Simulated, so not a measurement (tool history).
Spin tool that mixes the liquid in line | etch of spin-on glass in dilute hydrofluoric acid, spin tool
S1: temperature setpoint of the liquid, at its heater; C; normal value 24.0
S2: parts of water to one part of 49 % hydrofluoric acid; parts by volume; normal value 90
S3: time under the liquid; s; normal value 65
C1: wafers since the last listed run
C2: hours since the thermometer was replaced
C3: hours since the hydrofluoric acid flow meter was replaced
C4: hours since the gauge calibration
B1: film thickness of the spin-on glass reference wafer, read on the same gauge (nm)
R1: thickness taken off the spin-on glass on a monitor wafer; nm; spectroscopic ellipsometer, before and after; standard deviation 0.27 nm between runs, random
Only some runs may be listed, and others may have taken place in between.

run	hour	S1	S2	S3	C1	C2	C3	C4	B1	R1
1	0.0	24.0	90	65	0	1221.4	165.8	2670.1	80.01	37.19
# hour 27.2: thermometer replaced
2	82.6	24.0	90	65	798	55.4	248.4	2752.7	80.00	36.94
3	256.3	24.0	115	80	1700	229.1	422.1	2926.4	79.99	34.64
4	332.2	24.0	115	80	743	305.0	498.0	3002.3	79.98	34.90
5	429.6	24.0	115	80	953	402.4	595.4	3099.7	79.94	34.86
6	485.0	22.0	90	65	542	457.8	650.8	3155.1	80.00	34.89
7	566.5	22.0	90	65	797	539.3	732.3	3236.6	80.02	34.80
8	637.3	24.0	90	65	693	610.1	803.1	3307.4	80.02	37.76
9	715.1	24.0	90	65	761	687.9	880.9	3385.2	80.00	38.28
# hour 722.7: hydrofluoric acid flow meter replaced
10	777.8	24.0	100	65	604	750.6	55.1	3447.9	80.00	32.27
11	859.0	24.0	100	65	794	831.8	136.3	3529.1	79.99	32.08
# hour 863.3: gauge calibrated
12	933.8	25.5	90	65	732	906.6	211.1	70.5	80.01	39.11
13	994.5	25.5	90	65	594	967.3	271.8	131.2	80.00	39.53
14	1074.7	24.0	90	65	785	1047.5	352.0	211.4	79.95	37.20
15	1124.0	19.0	60	100	482	1096.8	401.3	260.7	80.01	72.99
16	1175.4	20.0	105	65	503	1148.2	452.7	312.1	79.96	26.82
# hour 1190.1: thermometer replaced
17	1280.5	24.0	105	65	1019	90.4	557.8	417.2	80.03	31.69
18	1356.3	20.0	120	65	742	166.2	633.6	493.0	79.99	23.28
19	1438.4	24.0	55	90	803	248.3	715.7	575.1	80.01	88.80
20	1543.9	24.0	65	65	1032	353.8	821.2	680.6	80.03	54.34
21	1588.4	24.0	90	65	435	398.3	865.7	725.1	79.97	37.64
22	1677.0	24.0	90	35	867	486.9	954.3	813.7	80.02	20.53
23	1717.5	20.5	125	65	396	527.4	994.8	854.2	80.04	22.99
24	1793.5	24.0	90	65	744	603.4	1070.8	930.2	80.01	38.86
# hour 1831.6: hydrofluoric acid flow meter replaced
25	1897.5	24.0	125	65	1008	707.4	65.9	1034.2	80.02	25.00
26	1995.2	24.0	45	65	956	805.1	163.6	1131.9	79.99	77.39
27	2232.9	22.0	70	100	2327	1042.8	401.3	1369.6	80.03	69.18
# hour 2278.4: thermometer replaced
28	2333.2	28.5	135	35	972	54.8	501.6	1469.9	79.96	15.11
29	2467.2	26.0	90	65	1311	188.8	635.6	1603.9	79.96	40.60
30	2513.1	24.0	90	65	449	234.7	681.5	1649.8	80.03	37.71
31	2606.9	24.0	90	65	918	328.5	775.3	1743.6	80.00	37.87
32	2702.0	24.0	75	65	931	423.6	870.4	1838.7	80.02	46.10
33	2765.6	21.0	90	85	622	487.2	934.0	1902.3	80.02	43.39

Alternative continuations, all from the tool just after run 33; predict every row:
A	2766.0	29.0	90	65	3	487.6	934.4	1902.7	?	?
B	2766.0	20.5	120	45	3	487.6	934.4	1902.7	?	?
C	2766.0	28.5	120	100	3	487.6	934.4	1902.7	?	?
D	2766.0	24.0	110	65	3	487.6	934.4	1902.7	?	?
E	2766.0	21.5	50	80	3	487.6	934.4	1902.7	?	?

run	B1	R1
A	79.98	46.27
B	79.98	16.58
C	79.98	50.35
D	79.98	30.39
E	79.98	79.81
Take away the tool's hidden state, keep each run's random variation, and the runs would have read:
run	R1
A	44.18
B	15.83
C	48.02
D	29.02
E	76.41
